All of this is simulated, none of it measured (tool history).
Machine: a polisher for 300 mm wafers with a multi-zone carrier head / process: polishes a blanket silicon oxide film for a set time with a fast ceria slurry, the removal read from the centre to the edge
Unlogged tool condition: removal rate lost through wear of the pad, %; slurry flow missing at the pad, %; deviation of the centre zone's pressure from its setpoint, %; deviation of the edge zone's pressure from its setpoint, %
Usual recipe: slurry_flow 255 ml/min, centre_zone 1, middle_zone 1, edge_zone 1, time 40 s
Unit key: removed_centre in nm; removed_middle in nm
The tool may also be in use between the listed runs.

run	hour	slurry_flow	centre_zone	middle_zone	edge_zone	time	wafers since the last listed run	wafers polished on this pad	hours since the slurry nozzle was cleaned	hours since the centre zone pressure was calibrated	hours since the edge zone pressure was calibrated	hours since the carrier head's membrane was replaced	incoming thickness of the incoming film, nm	removed_centre	removed_middle
1	0	225	1	1	1	40	0	1813	341.5	533.4	174.6	545.9	1614.8	573.4	570.9
# hour 78.2: centre zone pressure recalibrated
2	96.1	255	1	1.08	1	40	1026	2839	437.6	17.9	270.7	642	1610.3	565	604.4
# hour 137: worn pad replaced by a new one
3	168.6	255	1	1.08	1	40	746	344	510.1	90.4	343.2	714.5	1605.1	556.7	591.2
# hour 186.1: edge zone pressure recalibrated
# hour 204.8: slurry nozzle cleaned
# hour 462.2: worn pad replaced by a new one
4	462.7	255	1	1.08	1	40	3130	5	257.9	384.5	276.6	1008.6	1618.5	589.5	615.1
# hour 493.8: edge zone pressure recalibrated
5	565	255	1	1	1	40	1093	1098	360.2	486.8	71.2	1110.9	1589.5	568.6	576.6
# hour 637.8: slurry nozzle cleaned
6	667.9	255	1	1	1	40	1111	2210	30.1	589.7	174.1	1213.8	1621.9	575	588.9
# hour 671.4: centre zone pressure recalibrated
7	737.4	255	1	1	1	40	736	2946	99.6	66	243.6	1283.3	1602.1	588.8	591.3
# hour 804.3: worn pad replaced by a new one
8	834.3	255	0.93	1	1	40	1012	326	196.5	162.9	340.5	1380.2	1598.8	542.5	580.9
# hour 838.4: edge zone pressure recalibrated
# hour 929.7: carrier head's membrane replaced by a new one
9	930.2	255	1	1.11	1	44	969	1295	292.4	258.8	91.8	0.5	1585.4	639.1	683.1

Run 10, settings as shown, results not yet in. Your forecast:
10	1025.4	255	1.06	1	1.04	40	1038	2333	387.6	354	187	95.7	1596.2	?	?

removed_centre: 594.6 nm
removed_middle: 556.2 nm
Minus the tool's unlogged condition, the same run would have read removed_centre 629.7 nm, removed_middle 585.4 nm.

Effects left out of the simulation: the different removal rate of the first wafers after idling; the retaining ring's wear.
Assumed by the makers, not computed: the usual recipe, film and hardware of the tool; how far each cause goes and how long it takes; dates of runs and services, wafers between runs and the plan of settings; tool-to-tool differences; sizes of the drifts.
